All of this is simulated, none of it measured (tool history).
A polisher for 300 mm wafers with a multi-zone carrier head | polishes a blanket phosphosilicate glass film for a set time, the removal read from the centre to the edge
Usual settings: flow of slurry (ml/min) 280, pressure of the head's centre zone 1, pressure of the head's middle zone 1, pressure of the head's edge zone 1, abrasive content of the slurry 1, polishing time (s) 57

| run | hour | flow of slurry (ml/min) | pressure of the head's centre zone | pressure of the head's middle zone | pressure of the head's edge zone | abrasive content of the slurry | polishing time (s) | incoming thickness of the incoming film, nm | film removed at the wafer's centre (Å) | film removed at mid-radius (Å) | film removed at the wafer's edge (Å) |
|---|---|---|---|---|---|---|---|---|---|---|---|
| 1 | 0 | 280 | 1 | 1 | 1 | 1 | 57 | 3691 | 5189 | 5131 | 5257 |
| 2 | 73.5 | 280 | 1 | 1 | 1 | 1 | 57 | 3674.4 | 5097 | 5079 | 5231 |
| 3 | 155.3 | 280 | 1 | 1 | 1 | 1 | 57 | 3711.2 | 5101 | 5079 | 5138 |
| 4 | 196.6 | 280 | 1 | 1 | 1 | 1 | 57 | 3653.2 | 5007 | 4966 | 5098 |
| 5 | 242 | 280 | 1 | 1 | 1 | 1 | 57 | 3655.3 | 4928 | 5063 | 5117 |
|  | 283.9 | worn pad replaced by a new one |
| 6 | 312.9 | 280 | 1 | 1 | 1 | 1 | 57 | 3683.4 | 5376 | 5298 | 5341 |
| 7 | 381.8 | 280 | 1 | 1 | 1 | 1 | 50 | 3716.4 | 4576 | 4679 | 4681 |
| 8 | 442.3 | 280 | 0.94 | 1 | 1.08 | 1 | 70 | 3648.1 | 5943 | 6384 | 6789 |
| 9 | 533.8 | 250 | 1.11 | 1 | 1 | 1.15 | 70 | 3652 | 7372 | 6570 | 6747 |
|  | 609.1 | slurry nozzle cleaned |
| 10 | 622.8 | 280 | 1 | 1 | 1.05 | 0.8 | 57 | 3652.3 | 4568 | 4689 | 4743 |
| 11 | 675.9 | 325 | 1 | 1.1 | 1 | 0.9 | 51 | 3714.5 | 4377 | 4809 | 4399 |
| 12 | 753.7 | 360 | 1.1 | 0.92 | 1.03 | 1 | 57 | 3712.8 | 5669 | 4801 | 5288 |
|  | 802.6 | worn pad replaced by a new one |
|  | 924.1 | edge zone pressure recalibrated |
| 13 | 996 | 340 | 0.9 | 1.1 | 0.92 | 1 | 57 | 3717.4 | 4782 | 5726 | 5136 |
| 14 | 1038.5 | 280 | 1 | 1 | 1 | 1.3 | 63 | 3732.7 | 6270 | 6250 | 6456 |
| 15 | 1081.7 | 280 | 1 | 1 | 1.08 | 1 | 71 | 3727.7 | 6358 | 6360 | 6689 |
| 16 | 1123.1 | 280 | 1 | 1 | 1 | 1 | 57 | 3678.2 | 5215 | 5115 | 5116 |
|  | 1127.8 | centre zone pressure recalibrated |
| 17 | 1205.1 | 280 | 1 | 1 | 1 | 1 | 57 | 3710 | 4946 | 5125 | 5125 |
| 18 | 1295.1 | 280 | 1 | 1 | 1 | 1 | 57 | 3748.5 | 4968 | 4983 | 5071 |
|  | 1377.2 | worn pad replaced by a new one |
| 19 | 1387.3 | 330 | 1 | 1.07 | 1 | 1 | 63 | 3668.3 | 5920 | 6234 | 6083 |

Forecast run 20:
|  | 1419.3 | slurry nozzle cleaned |
| 20 | 1452.9 | 280 | 1 | 0.89 | 1.12 | 1 | 57 | 3729.6 | ? | ? | ? |

film removed at the wafer's centre (Å): 5248
film removed at mid-radius (Å): 4742
film removed at the wafer's edge (Å): 5611
Without the tool's hidden state the same run would have given film removed at the wafer's centre (Å) 5316, film removed at mid-radius (Å) 4804, film removed at the wafer's edge (Å) 5685.
